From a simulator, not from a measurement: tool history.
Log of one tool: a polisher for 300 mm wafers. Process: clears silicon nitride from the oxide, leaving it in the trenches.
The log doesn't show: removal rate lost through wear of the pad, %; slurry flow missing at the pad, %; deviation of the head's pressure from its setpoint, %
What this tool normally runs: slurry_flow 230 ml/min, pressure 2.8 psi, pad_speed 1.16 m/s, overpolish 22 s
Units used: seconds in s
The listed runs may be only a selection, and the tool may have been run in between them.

| run | hour | slurry_flow | pressure | pad_speed | overpolish | wafers since the last listed run | wafers polished on this pad | hours since the slurry nozzle was cleaned | hours since the head pressure was calibrated | incoming thickness of the incoming film, nm | seconds |
|---|---|---|---|---|---|---|---|---|---|---|---|
| 1 | 0.0 | 230 | 2.8 | 1.16 | 22 | 0 | 182 | 10.4 | 242.3 | 74.6 | 83.8 |
| 2 | 70.2 | 185 | 2.8 | 1.08 | 22 | 591 | 774 | 80.6 | 312.5 | 75.1 | 93.7 |
| 3 | 122.5 | 185 | 2.8 | 1.08 | 22 | 440 | 1215 | 132.9 | 364.8 | 75.6 | 92.7 |
| 4 | 169.2 | 185 | 2.8 | 1.08 | 22 | 393 | 1609 | 179.6 | 411.5 | 75.7 | 91.6 |
| 5 | 251.4 | 230 | 2.8 | 1.16 | 22 | 692 | 2301 | 261.8 | 493.7 | 75.4 | 84.6 |
|  | 282.7 | worn pad replaced by a new one |
| 6 | 322.2 | 230 | 2.8 | 1.16 | 22 | 563 | 332 | 332.6 | 564.5 | 76.5 | 83.1 |
| 7 | 375.3 | 265 | 2.8 | 0.88 | 22 | 447 | 780 | 385.7 | 617.6 | 74.6 | 106.0 |
| 8 | 434.2 | 230 | 2.8 | 1.16 | 22 | 496 | 1276 | 444.6 | 676.5 | 75.1 | 83.7 |
| 9 | 493.8 | 230 | 2.8 | 1.16 | 22 | 502 | 1779 | 504.2 | 736.1 | 74.1 | 81.1 |
|  | 527.1 | slurry nozzle cleaned |
| 10 | 566.1 | 230 | 2.8 | 1.16 | 22 | 600 | 2380 | 39.0 | 808.4 | 75.3 | 80.4 |
|  | 579.5 | worn pad replaced by a new one |
| 11 | 659.1 | 195 | 2.8 | 1.34 | 33 | 750 | 670 | 132.0 | 901.4 | 74.1 | 73.7 |
|  | 720.1 | head pressure recalibrated |
| 12 | 741.3 | 155 | 2.8 | 1.04 | 35 | 676 | 1346 | 214.2 | 21.2 | 73.6 | 96.2 |
| 13 | 817.8 | 165 | 2.8 | 1.16 | 17 | 644 | 1991 | 290.7 | 97.7 | 75.4 | 85.0 |
|  | 857.9 | worn pad replaced by a new one |
| 14 | 893.6 | 185 | 2.8 | 1.08 | 22 | 605 | 301 | 366.5 | 173.5 | 75.4 | 91.0 |
| 15 | 970.1 | 155 | 2.8 | 1.16 | 30 | 644 | 946 | 443.0 | 250.0 | 74.0 | 85.7 |
| 16 | 1039.6 | 160 | 2.8 | 1.16 | 22 | 585 | 1531 | 512.5 | 319.5 | 74.8 | 87.3 |
|  | 1049.6 | slurry nozzle cleaned |
| 17 | 1124.6 | 230 | 2.1 | 1.16 | 32 | 708 | 2239 | 75.0 | 404.5 | 74.5 | 112.3 |
|  | 1144.2 | worn pad replaced by a new one |
| 18 | 1181.7 | 230 | 2.8 | 1.56 | 22 | 447 | 316 | 132.1 | 461.6 | 75.5 | 62.3 |
| 19 | 1234.1 | 185 | 2.8 | 1.08 | 22 | 441 | 758 | 184.5 | 514.0 | 75.6 | 91.0 |
| 20 | 1323.3 | 230 | 2.8 | 1.16 | 22 | 751 | 1510 | 273.7 | 603.2 | 74.7 | 81.1 |
| 21 | 1369.8 | 295 | 2.1 | 1.16 | 15 | 391 | 1902 | 320.2 | 649.7 | 75.3 | 109.9 |

Predict each of these 5 candidate next runs independently; none follows another, all start after run 21:
| A | 1370.2 | 230 | 2.8 | 1.16 | 22 | 3 | 1905 | 320.6 | 650.1 | 74.4 | ? |
| B | 1370.2 | 185 | 2.8 | 1.16 | 22 | 3 | 1905 | 320.6 | 650.1 | 74.4 | ? |
| C | 1370.2 | 230 | 3.5 | 0.80 | 13 | 3 | 1905 | 320.6 | 650.1 | 74.4 | ? |
| D | 1370.2 | 230 | 3.6 | 1.46 | 26 | 3 | 1905 | 320.6 | 650.1 | 74.4 | ? |
| E | 1370.2 | 230 | 3.5 | 1.16 | 31 | 3 | 1905 | 320.6 | 650.1 | 74.4 | ? |

| run | seconds |
|---|---|
| A | 83.2 |
| B | 85.1 |
| C | 95.0 |
| D | 51.8 |
| E | 66.5 |
Had the tool no hidden state, the same runs would have come out as:
| run | seconds |
|---|---|
| A | 83.2 |
| B | 85.1 |
| C | 95.0 |
| D | 51.8 |
| E | 66.5 |
